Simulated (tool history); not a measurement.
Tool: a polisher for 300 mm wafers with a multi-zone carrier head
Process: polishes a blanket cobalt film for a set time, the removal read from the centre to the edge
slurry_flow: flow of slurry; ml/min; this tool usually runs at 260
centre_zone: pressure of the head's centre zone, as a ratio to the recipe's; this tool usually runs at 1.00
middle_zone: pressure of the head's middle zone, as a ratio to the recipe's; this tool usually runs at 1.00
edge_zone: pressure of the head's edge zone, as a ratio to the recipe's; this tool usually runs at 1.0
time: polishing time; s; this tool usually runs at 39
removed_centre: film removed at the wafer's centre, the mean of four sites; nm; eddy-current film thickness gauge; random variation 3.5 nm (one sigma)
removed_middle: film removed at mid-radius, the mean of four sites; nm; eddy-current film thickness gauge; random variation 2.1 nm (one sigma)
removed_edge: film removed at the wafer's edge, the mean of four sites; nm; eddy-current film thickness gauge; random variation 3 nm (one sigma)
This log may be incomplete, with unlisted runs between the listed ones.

| run | hour | slurry_flow | centre_zone | middle_zone | edge_zone | time | incoming thickness of the incoming film, nm | removed_centre | removed_middle | removed_edge |
|---|---|---|---|---|---|---|---|---|---|---|
| 1 | 0.0 | 260 | 1.09 | 1.00 | 1.0 | 39 | 716.9 | 240.0 | 229.7 | 235.1 |
|  | 60.8 | worn pad replaced by a new one |
|  | 62.4 | slurry nozzle cleaned |
| 2 | 70.6 | 260 | 1.09 | 1.00 | 1.0 | 39 | 723.7 | 240.8 | 236.0 | 238.2 |
| 3 | 96.2 | 260 | 1.09 | 1.00 | 1.0 | 39 | 723.0 | 243.9 | 233.3 | 234.7 |
|  | 158.2 | centre zone pressure recalibrated |
| 4 | 160.7 | 205 | 1.00 | 1.00 | 1.0 | 39 | 716.6 | 237.6 | 227.0 | 231.7 |
| 5 | 220.7 | 205 | 1.00 | 1.00 | 1.0 | 39 | 715.7 | 227.7 | 226.1 | 228.1 |
| 6 | 289.7 | 260 | 1.00 | 1.00 | 1.0 | 39 | 714.8 | 236.9 | 232.4 | 238.3 |
|  | 330.1 | worn pad replaced by a new one |
| 7 | 502.4 | 260 | 1.00 | 1.00 | 1.0 | 39 | 733.8 | 223.3 | 232.4 | 233.0 |
| 8 | 561.3 | 260 | 1.00 | 1.00 | 1.0 | 39 | 724.9 | 229.6 | 233.9 | 239.3 |
|  | 576.3 | worn pad replaced by a new one |
| 9 | 607.6 | 260 | 1.00 | 0.95 | 1.0 | 39 | 727.3 | 228.7 | 223.7 | 240.9 |
| 10 | 634.6 | 260 | 1.00 | 0.95 | 1.0 | 39 | 727.3 | 230.6 | 224.0 | 240.9 |
| 11 | 661.6 | 260 | 1.00 | 1.00 | 1.0 | 39 | 728.4 | 225.8 | 234.8 | 239.1 |
|  | 676.9 | slurry nozzle cleaned |
| 12 | 724.6 | 195 | 1.00 | 1.00 | 0.9 | 39 | 719.6 | 214.1 | 222.9 | 218.1 |
|  | 738.3 | centre zone pressure recalibrated |
|  | 765.9 | carrier head's membrane replaced by a new one |
| 13 | 784.1 | 330 | 1.08 | 1.00 | 1.0 | 39 | 731.6 | 233.4 | 242.2 | 241.7 |

Run 14 comes next. What will it give?
|  | 817.3 | edge zone pressure recalibrated |
| 14 | 827.6 | 300 | 1.00 | 0.94 | 1.0 | 33 | 717.3 | ? | ? | ? |

removed_centre: 178.5 nm
removed_middle: 192.6 nm
removed_edge: 201.9 nm
Take away the tool's hidden state, keep the run-to-run variation as it was, and the same run would have given removed_centre 208.3 nm, removed_middle 192.5 nm, removed_edge 201.9 nm.
